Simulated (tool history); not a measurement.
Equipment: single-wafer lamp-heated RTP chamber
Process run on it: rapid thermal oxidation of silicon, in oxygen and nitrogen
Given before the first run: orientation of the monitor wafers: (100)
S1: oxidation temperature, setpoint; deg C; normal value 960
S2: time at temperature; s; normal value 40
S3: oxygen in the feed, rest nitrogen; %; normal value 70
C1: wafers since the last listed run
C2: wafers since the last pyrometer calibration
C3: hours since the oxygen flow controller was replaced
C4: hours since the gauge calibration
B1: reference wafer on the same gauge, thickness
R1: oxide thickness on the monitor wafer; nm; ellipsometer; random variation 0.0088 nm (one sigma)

run	hour	S1	S2	S3	C1	C2	C3	C4	B1	R1
1	0	960	40	70	0	3666	2822.6	206.4	3.717	3.515
# hour 65.8: pyrometer window cleaned and pyrometer calibrated
2	91.7	960	40	70	605	187	2914.3	298.1	3.72	3.445
3	133.8	981	40	70	304	492	2956.4	340.2	3.718	3.97
4	157.9	960	40	60	174	666	2980.5	364.3	3.719	3.33
5	193.9	960	40	60	260	926	3016.5	400.3	3.719	3.336
6	265.6	960	29	70	518	1445	3088.2	472	3.72	3.134
7	337.2	960	29	70	517	1963	3159.8	543.6	3.721	3.137
8	372.3	960	29	70	253	2217	3194.9	578.7	3.722	3.151
# hour 394.3: gauge calibrated
9	415.4	960	40	70	311	2529	3238	21.1	3.719	3.511
10	448.9	982	40	83	242	2771	3271.5	54.6	3.719	4.311
11	510.7	982	40	83	447	3218	3333.3	116.4	3.719	4.288
12	566.3	978	40	70	402	3621	3388.9	172	3.723	3.983
13	595.5	968	31	53	211	3832	3418.1	201.2	3.719	3.154
14	648.8	983	28	95	385	4217	3471.4	254.5	3.721	3.93
# hour 664.6: oxygen flow controller replaced
# hour 686.6: pyrometer window cleaned and pyrometer calibrated
15	693.6	960	40	70	208	50	29	299.3	3.72	3.592
16	746	968	40	81	379	429	81.4	351.7	3.718	3.996
17	780.9	978	51	46	252	681	116.3	386.6	3.721	3.966
18	840.4	960	48	59	430	1112	175.8	446.1	3.719	3.719
19	866.2	960	40	70	186	1299	201.6	471.9	3.72	3.675
20	893.7	960	35	53	198	1498	229.1	499.4	3.719	3.264
# hour 926.5: pyrometer window cleaned and pyrometer calibrated, repeated, since the last time left the tool worse
21	965.3	960	40	70	460	280	300.7	571	3.718	3.469
22	1037.1	943	35	70	519	800	372.5	642.8	3.72	3.021
23	1095.2	960	51	70	420	1220	430.6	700.9	3.719	3.83
# hour 1119.3: gauge calibrated
24	1137.7	960	40	58	307	1528	473.1	18.4	3.72	3.354
25	1161.8	960	40	70	174	1702	497.2	42.5	3.721	3.512

Difference, measured minus no-hidden-state, one row per run. Run-to-run variation is common to both terms; the gauge's own scatter need not be:
Hidden state present: true wafer temperature minus pyrometer reading, K; deviation of the oxygen flow from its setpoint, %; gauge reads high (%).
run	R1
1	+0.103
2	+0.021
3	+0.048
4	+0.043
5	+0.053
6	+0.061
7	+0.071
8	+0.076
9	+0.099
10	+0.141
11	+0.146
12	+0.134
13	+0.087
14	+0.138
15	+0.176
16	+0.238
17	+0.24
18	+0.238
19	+0.242
20	+0.19
21	+0.03
22	+0.041
23	+0.084
24	+0.072
25	+0.085
